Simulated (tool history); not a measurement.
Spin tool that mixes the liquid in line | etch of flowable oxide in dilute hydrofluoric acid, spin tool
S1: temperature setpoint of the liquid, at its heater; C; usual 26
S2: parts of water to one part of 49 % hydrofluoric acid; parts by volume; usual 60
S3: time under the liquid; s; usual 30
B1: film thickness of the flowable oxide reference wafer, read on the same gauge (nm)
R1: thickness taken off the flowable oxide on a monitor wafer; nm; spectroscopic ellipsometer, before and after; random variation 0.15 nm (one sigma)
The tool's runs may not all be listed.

| run | day | S1 | S2 | S3 | B1 | R1 |
|---|---|---|---|---|---|---|
| 1 | 0 | 26 | 60 | 30 | 99.99 | 19.17 |
| 2 | 2.296 | 26 | 60 | 30 | 99.95 | 18.77 |
| 3 | 3.55 | 26 | 60 | 35 | 100 | 21.97 |
| 4 | 6.579 | 26 | 60 | 35 | 99.97 | 21.82 |
| 5 | 9.125 | 26 | 60 | 35 | 99.98 | 21.79 |
| 6 | 11.604 | 27.5 | 60 | 35 | 100.01 | 23.08 |
| 7 | 13.533 | 26 | 60 | 30 | 100.01 | 18.31 |
|  | 16.458 | thermometer replaced |
| 8 | 16.521 | 26 | 75 | 30 | 99.96 | 14.25 |
|  | 18.133 | hydrofluoric acid flow meter replaced |
|  | 18.946 | gauge calibrated |
| 9 | 19.112 | 22.5 | 40 | 40 | 100.07 | 36.47 |
| 10 | 20.296 | 26 | 60 | 30 | 100.01 | 20.31 |
| 11 | 22.558 | 22 | 35 | 30 | 100 | 30.41 |
| 12 | 24.238 | 30 | 60 | 50 | 99.99 | 39.37 |
| 13 | 27 | 26 | 60 | 15 | 99.97 | 10 |
| 14 | 29.462 | 26 | 60 | 20 | 100.01 | 13.41 |
| 15 | 31.55 | 26 | 75 | 45 | 100.02 | 23.6 |

3 ways to go on from here, each from the tool as it stands after run 15. What would each give?
| A | 31.567 | 26 | 60 | 30 | ? | ? |
| B | 31.567 | 27.5 | 40 | 45 | ? | ? |
| C | 31.567 | 22.5 | 40 | 30 | ? | ? |

| run | B1 | R1 |
|---|---|---|
| A | 100 | 19.84 |
| B | 100 | 48.82 |
| C | 100 | 26.49 |
Without the tool's hidden state the same runs would have given:
| run | R1 |
|---|---|
| A | 20.54 |
| B | 50.51 |
| C | 27.41 |

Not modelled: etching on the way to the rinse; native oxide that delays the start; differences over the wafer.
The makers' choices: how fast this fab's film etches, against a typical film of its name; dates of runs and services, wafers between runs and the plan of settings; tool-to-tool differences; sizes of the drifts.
